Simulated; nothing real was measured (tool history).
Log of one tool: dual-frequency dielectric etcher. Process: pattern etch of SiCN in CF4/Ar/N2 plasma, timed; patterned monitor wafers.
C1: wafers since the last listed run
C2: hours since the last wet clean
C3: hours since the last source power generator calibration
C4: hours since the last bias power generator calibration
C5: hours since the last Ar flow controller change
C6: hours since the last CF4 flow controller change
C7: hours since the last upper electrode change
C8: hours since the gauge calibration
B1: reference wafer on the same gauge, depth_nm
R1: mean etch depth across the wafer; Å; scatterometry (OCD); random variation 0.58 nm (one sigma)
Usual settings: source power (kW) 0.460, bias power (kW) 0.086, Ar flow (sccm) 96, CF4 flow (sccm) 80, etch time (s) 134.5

{"run": 1, "hour": 0.0, "source power (kW)": 0.46, "bias power (kW)": 0.086, "Ar flow (sccm)": 96, "CF4 flow (sccm)": 80, "etch time (s)": 134.5, "C1": 0, "C2": 264.7, "C3": 2868.5, "C4": 6.6, "C5": 5103.6, "C6": 1810.8, "C7": 2349.5, "C8": 839.4, "B1": 118.2, "R1": 1321}
{"run": 2, "hour": 37.4, "source power (kW)": 0.46, "bias power (kW)": 0.065, "Ar flow (sccm)": 96, "CF4 flow (sccm)": 80, "etch time (s)": 134.5, "C1": 365, "C2": 302.1, "C3": 2905.9, "C4": 44.0, "C5": 5141.0, "C6": 1848.2, "C7": 2386.9, "C8": 876.8, "B1": 117.9, "R1": 1125}
{"hour": 60.6, "done": "Ar flow controller replaced"}
{"hour": 81.8, "done": "wet clean of the chamber"}
{"run": 3, "hour": 82.3, "source power (kW)": 0.46, "bias power (kW)": 0.086, "Ar flow (sccm)": 96, "CF4 flow (sccm)": 80, "etch time (s)": 134.5, "C1": 172, "C2": 0.5, "C3": 2950.8, "C4": 88.9, "C5": 21.7, "C6": 1893.1, "C7": 2431.8, "C8": 921.7, "B1": 118.0, "R1": 1281}
{"run": 4, "hour": 150.1, "source power (kW)": 0.52, "bias power (kW)": 0.103, "Ar flow (sccm)": 96, "CF4 flow (sccm)": 80, "etch time (s)": 134.5, "C1": 662, "C2": 68.3, "C3": 3018.6, "C4": 156.7, "C5": 89.5, "C6": 1960.9, "C7": 2499.6, "C8": 989.5, "B1": 118.0, "R1": 1536}
{"hour": 176.4, "done": "CF4 flow controller replaced"}
{"run": 5, "hour": 176.9, "source power (kW)": 0.46, "bias power (kW)": 0.086, "Ar flow (sccm)": 96, "CF4 flow (sccm)": 80, "etch time (s)": 134.5, "C1": 203, "C2": 95.1, "C3": 3045.4, "C4": 183.5, "C5": 116.3, "C6": 0.5, "C7": 2526.4, "C8": 1016.3, "B1": 118.1, "R1": 1283}
{"run": 6, "hour": 193.9, "source power (kW)": 0.58, "bias power (kW)": 0.086, "Ar flow (sccm)": 96, "CF4 flow (sccm)": 62, "etch time (s)": 134.5, "C1": 166, "C2": 112.1, "C3": 3062.4, "C4": 200.5, "C5": 133.3, "C6": 17.5, "C7": 2543.4, "C8": 1033.3, "B1": 118.1, "R1": 1488}
{"run": 7, "hour": 224.0, "source power (kW)": 0.46, "bias power (kW)": 0.086, "Ar flow (sccm)": 96, "CF4 flow (sccm)": 80, "etch time (s)": 105.5, "C1": 293, "C2": 142.2, "C3": 3092.5, "C4": 230.6, "C5": 163.4, "C6": 47.6, "C7": 2573.5, "C8": 1063.4, "B1": 118.0, "R1": 1020}
{"run": 8, "hour": 246.7, "source power (kW)": 0.46, "bias power (kW)": 0.105, "Ar flow (sccm)": 106, "CF4 flow (sccm)": 73, "etch time (s)": 134.5, "C1": 221, "C2": 164.9, "C3": 3115.2, "C4": 253.3, "C5": 186.1, "C6": 70.3, "C7": 2596.2, "C8": 1086.1, "B1": 118.2, "R1": 1419}
{"run": 9, "hour": 270.7, "source power (kW)": 0.58, "bias power (kW)": 0.086, "Ar flow (sccm)": 81, "CF4 flow (sccm)": 85, "etch time (s)": 105.0, "C1": 234, "C2": 188.9, "C3": 3139.2, "C4": 277.3, "C5": 210.1, "C6": 94.3, "C7": 2620.2, "C8": 1110.1, "B1": 118.0, "R1": 1250}
{"run": 10, "hour": 303.7, "source power (kW)": 0.53, "bias power (kW)": 0.086, "Ar flow (sccm)": 84, "CF4 flow (sccm)": 67, "etch time (s)": 106.5, "C1": 322, "C2": 221.9, "C3": 3172.2, "C4": 310.3, "C5": 243.1, "C6": 127.3, "C7": 2653.2, "C8": 1143.1, "B1": 118.0, "R1": 1143}
{"hour": 318.0, "done": "source power generator calibrated"}
{"hour": 336.0, "done": "upper electrode replaced"}
{"run": 11, "hour": 336.5, "source power (kW)": 0.46, "bias power (kW)": 0.073, "Ar flow (sccm)": 96, "CF4 flow (sccm)": 80, "etch time (s)": 172.5, "C1": 105, "C2": 254.7, "C3": 18.5, "C4": 343.1, "C5": 275.9, "C6": 160.1, "C7": 0.5, "C8": 1175.9, "B1": 118.2, "R1": 1534}
{"hour": 356.5, "done": "gauge calibrated"}
{"run": 12, "hour": 357.0, "source power (kW)": 0.46, "bias power (kW)": 0.086, "Ar flow (sccm)": 102, "CF4 flow (sccm)": 80, "etch time (s)": 119.5, "C1": 200, "C2": 275.2, "C3": 39.0, "C4": 363.6, "C5": 296.4, "C6": 180.6, "C7": 21.0, "C8": 0.5, "B1": 118.4, "R1": 1151}
{"run": 13, "hour": 380.5, "source power (kW)": 0.46, "bias power (kW)": 0.069, "Ar flow (sccm)": 96, "CF4 flow (sccm)": 80, "etch time (s)": 134.5, "C1": 229, "C2": 298.7, "C3": 62.5, "C4": 387.1, "C5": 319.9, "C6": 204.1, "C7": 44.5, "C8": 24.0, "B1": 117.9, "R1": 1166}
{"run": 14, "hour": 404.2, "source power (kW)": 0.4, "bias power (kW)": 0.104, "Ar flow (sccm)": 104, "CF4 flow (sccm)": 80, "etch time (s)": 154.5, "C1": 231, "C2": 322.4, "C3": 86.2, "C4": 410.8, "C5": 343.6, "C6": 227.8, "C7": 68.2, "C8": 47.7, "B1": 117.8, "R1": 1508}
{"run": 15, "hour": 438.5, "source power (kW)": 0.46, "bias power (kW)": 0.086, "Ar flow (sccm)": 120, "CF4 flow (sccm)": 80, "etch time (s)": 134.5, "C1": 334, "C2": 356.7, "C3": 120.5, "C4": 445.1, "C5": 377.9, "C6": 262.1, "C7": 102.5, "C8": 82.0, "B1": 118.0, "R1": 1277}
{"run": 16, "hour": 461.7, "source power (kW)": 0.46, "bias power (kW)": 0.086, "Ar flow (sccm)": 96, "CF4 flow (sccm)": 80, "etch time (s)": 134.5, "C1": 226, "C2": 379.9, "C3": 143.7, "C4": 468.3, "C5": 401.1, "C6": 285.3, "C7": 125.7, "C8": 105.2, "B1": 117.8, "R1": 1342}
{"run": 17, "hour": 485.5, "source power (kW)": 0.46, "bias power (kW)": 0.086, "Ar flow (sccm)": 96, "CF4 flow (sccm)": 80, "etch time (s)": 134.5, "C1": 232, "C2": 403.7, "C3": 167.5, "C4": 492.1, "C5": 424.9, "C6": 309.1, "C7": 149.5, "C8": 129.0, "B1": 117.9, "R1": 1344}
{"hour": 524.3, "done": "wet clean of the chamber"}
{"run": 18, "hour": 524.8, "source power (kW)": 0.46, "bias power (kW)": 0.086, "Ar flow (sccm)": 82, "CF4 flow (sccm)": 80, "etch time (s)": 134.5, "C1": 149, "C2": 0.5, "C3": 206.8, "C4": 531.4, "C5": 464.2, "C6": 348.4, "C7": 188.8, "C8": 168.3, "B1": 118.1, "R1": 1312}
{"run": 19, "hour": 525.2, "source power (kW)": 0.46, "bias power (kW)": 0.086, "Ar flow (sccm)": 96, "CF4 flow (sccm)": 80, "etch time (s)": 134.5, "C1": 3, "C2": 0.9, "C3": 207.2, "C4": 531.8, "C5": 464.6, "C6": 348.8, "C7": 189.2, "C8": 168.7, "B1": 117.9, "R1": 1272}
{"run": 20, "hour": 542.9, "source power (kW)": 0.5, "bias power (kW)": 0.106, "Ar flow (sccm)": 96, "CF4 flow (sccm)": 91, "etch time (s)": 107.5, "C1": 172, "C2": 18.6, "C3": 224.9, "C4": 549.5, "C5": 482.3, "C6": 366.5, "C7": 206.9, "C8": 186.4, "B1": 117.9, "R1": 1219}
{"run": 21, "hour": 561.2, "source power (kW)": 0.46, "bias power (kW)": 0.086, "Ar flow (sccm)": 96, "CF4 flow (sccm)": 80, "etch time (s)": 134.5, "C1": 178, "C2": 36.9, "C3": 243.2, "C4": 567.8, "C5": 500.6, "C6": 384.8, "C7": 225.2, "C8": 204.7, "B1": 117.8, "R1": 1271}

Some steps in R1 between neighbouring runs. How much of each would the tool show without its hidden state too (settings, what came in, random variation), and how much is left for the hidden state, with any gauge scatter that isn't in both results?
The hidden state here: etch rate over this chamber's usual, %; source power that arrives over what is set, %; bias power that arrives over what is set, %; Ar flow that arrives over what is set, %; CF4 flow that arrives over what is set, %; gauge reads high (%).
Run 2 -> 3: bias power (kW) 0.065 -> 0.086, Ar flow controller replaced, wet clean of the chamber. R1 +156 Å: hidden state -52, all else +208.
Run 6 -> 7: source power (kW) 0.580 -> 0.460, CF4 flow (sccm) 62 -> 80, etch time (s) 134.5 -> 105.5. R1 -468 Å: hidden state -1, all else -467.
Run 7 -> 8: bias power (kW) 0.086 -> 0.105, Ar flow (sccm) 96 -> 106, CF4 flow (sccm) 80 -> 73, etch time (s) 105.5 -> 134.5. R1 +399 Å: hidden state +9, all else +390.
Run 17 -> 18: Ar flow (sccm) 96 -> 82, wet clean of the chamber. R1 -32 Å: hidden state -75, all else +43.

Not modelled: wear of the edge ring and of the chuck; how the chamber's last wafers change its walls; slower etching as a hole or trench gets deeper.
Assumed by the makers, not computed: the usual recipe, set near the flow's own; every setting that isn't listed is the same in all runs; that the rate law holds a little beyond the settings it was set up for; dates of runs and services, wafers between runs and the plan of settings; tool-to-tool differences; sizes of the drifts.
